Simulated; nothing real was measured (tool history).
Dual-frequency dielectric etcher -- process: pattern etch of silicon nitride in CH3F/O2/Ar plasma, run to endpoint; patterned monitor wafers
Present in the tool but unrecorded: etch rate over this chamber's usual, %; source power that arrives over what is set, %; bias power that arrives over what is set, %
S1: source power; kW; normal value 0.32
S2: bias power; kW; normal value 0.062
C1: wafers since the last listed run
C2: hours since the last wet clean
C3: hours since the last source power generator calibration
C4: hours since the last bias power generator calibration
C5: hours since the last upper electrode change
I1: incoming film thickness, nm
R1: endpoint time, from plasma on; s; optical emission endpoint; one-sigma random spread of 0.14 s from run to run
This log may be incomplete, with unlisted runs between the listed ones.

| run | day | S1 | S2 | C1 | C2 | C3 | C4 | C5 | I1 | R1 |
|---|---|---|---|---|---|---|---|---|---|---|
| 1 | 0 | 0.32 | 0.062 | 0 | 227 | 817.4 | 2357.9 | 3975.7 | 26.51 | 44.6 |
| 2 | 2.625 | 0.32 | 0.062 | 565 | 290 | 880.4 | 2420.9 | 4038.7 | 26.71 | 44.9 |
| 3 | 5.354 | 0.32 | 0.062 | 587 | 355.5 | 945.9 | 2486.4 | 4104.2 | 26.87 | 44.8 |
| 4 | 8.562 | 0.32 | 0.062 | 690 | 432.5 | 1022.9 | 2563.4 | 4181.2 | 26.65 | 44.4 |
| 5 | 12.075 | 0.32 | 0.062 | 756 | 516.8 | 1107.2 | 2647.7 | 4265.5 | 26.91 | 44.5 |
| 6 | 14.038 | 0.32 | 0.062 | 422 | 563.9 | 1154.3 | 2694.8 | 4312.6 | 26.78 | 44.3 |
| 7 | 15.875 | 0.32 | 0.062 | 395 | 608 | 1198.4 | 2738.9 | 4356.7 | 26.81 | 43.8 |
|  | 17.729 | wet clean of the chamber |
| 8 | 19.067 | 0.32 | 0.052 | 471 | 32.1 | 1275 | 2815.5 | 4433.3 | 26.8 | 48.8 |
| 9 | 22.679 | 0.28 | 0.067 | 777 | 118.8 | 1361.7 | 2902.2 | 4520 | 26.57 | 45.6 |
| 10 | 26.95 | 0.28 | 0.067 | 919 | 221.3 | 1464.2 | 3004.7 | 4622.5 | 26.91 | 45.8 |
| 11 | 29.546 | 0.32 | 0.062 | 558 | 283.6 | 1526.5 | 3067 | 4684.8 | 26.72 | 44.9 |
| 12 | 31.475 | 0.32 | 0.062 | 415 | 329.9 | 1572.8 | 3113.3 | 4731.1 | 26.7 | 44.4 |
| 13 | 34.392 | 0.32 | 0.062 | 628 | 399.9 | 1642.8 | 3183.3 | 4801.1 | 26.6 | 44.4 |
| 14 | 38 | 0.29 | 0.062 | 777 | 486.5 | 1729.4 | 3269.9 | 4887.7 | 26.52 | 45.1 |
|  | 40.321 | bias power generator calibrated |
| 15 | 40.733 | 0.29 | 0.062 | 552 | 552.1 | 1795 | 9.9 | 4953.3 | 26.79 | 46.3 |
|  | 43.762 | wet clean of the chamber |
| 16 | 43.921 | 0.36 | 0.068 | 471 | 3.8 | 1871.5 | 86.4 | 5029.8 | 26.79 | 43.7 |
| 17 | 47.9 | 0.29 | 0.07 | 856 | 99.3 | 1967 | 181.9 | 5125.3 | 26.65 | 45.2 |
|  | 50.221 | source power generator calibrated |
| 18 | 50.412 | 0.26 | 0.062 | 505 | 159.6 | 4.6 | 242.2 | 5185.6 | 26.78 | 48.3 |
| 19 | 54.783 | 0.32 | 0.062 | 941 | 264.5 | 109.5 | 347.1 | 5290.5 | 26.7 | 45.6 |
|  | 57.462 | upper electrode replaced |
| 20 | 58.454 | 0.32 | 0.062 | 575 | 352.6 | 197.6 | 435.2 | 23.8 | 26.7 | 45.5 |
| 21 | 62.75 | 0.36 | 0.062 | 925 | 455.7 | 300.7 | 538.3 | 126.9 | 26.75 | 43.6 |
| 22 | 65.242 | 0.39 | 0.062 | 536 | 515.5 | 360.5 | 598.1 | 186.7 | 26.68 | 42.4 |
|  | 66.842 | wet clean of the chamber |
| 23 | 69.142 | 0.32 | 0.054 | 624 | 55.2 | 454.1 | 691.7 | 280.3 | 26.76 | 48.3 |
| 24 | 71.646 | 0.32 | 0.062 | 539 | 115.3 | 514.2 | 751.8 | 340.4 | 26.74 | 45.8 |
| 25 | 75.871 | 0.27 | 0.072 | 909 | 216.7 | 615.6 | 853.2 | 441.8 | 26.68 | 45.1 |
| 26 | 79.942 | 0.38 | 0.074 | 876 | 314.4 | 713.3 | 950.9 | 539.5 | 26.83 | 40.6 |
| 27 | 84.188 | 0.27 | 0.046 | 914 | 416.3 | 815.2 | 1052.8 | 641.4 | 26.8 | 52.5 |
| 28 | 87.221 | 0.32 | 0.062 | 653 | 489.1 | 888 | 1125.6 | 714.2 | 26.64 | 44.5 |
|  | 92.438 | wet clean of the chamber |
| 29 | 92.458 | 0.32 | 0.047 | 912 | 0.5 | 1013.7 | 1251.3 | 839.9 | 26.74 | 50.8 |
| 30 | 93.196 | 0.25 | 0.062 | 158 | 18.2 | 1031.4 | 1269 | 857.6 | 26.63 | 48.9 |

Expected results for the next run?
| 31 | 97.375 | 0.28 | 0.052 | 899 | 118.5 | 1131.7 | 1369.3 | 957.9 | 26.74 | ? |

{"run 31": {"R1": 50.4}}
Without the tool's hidden state the same run would have given R1 51.2 s.
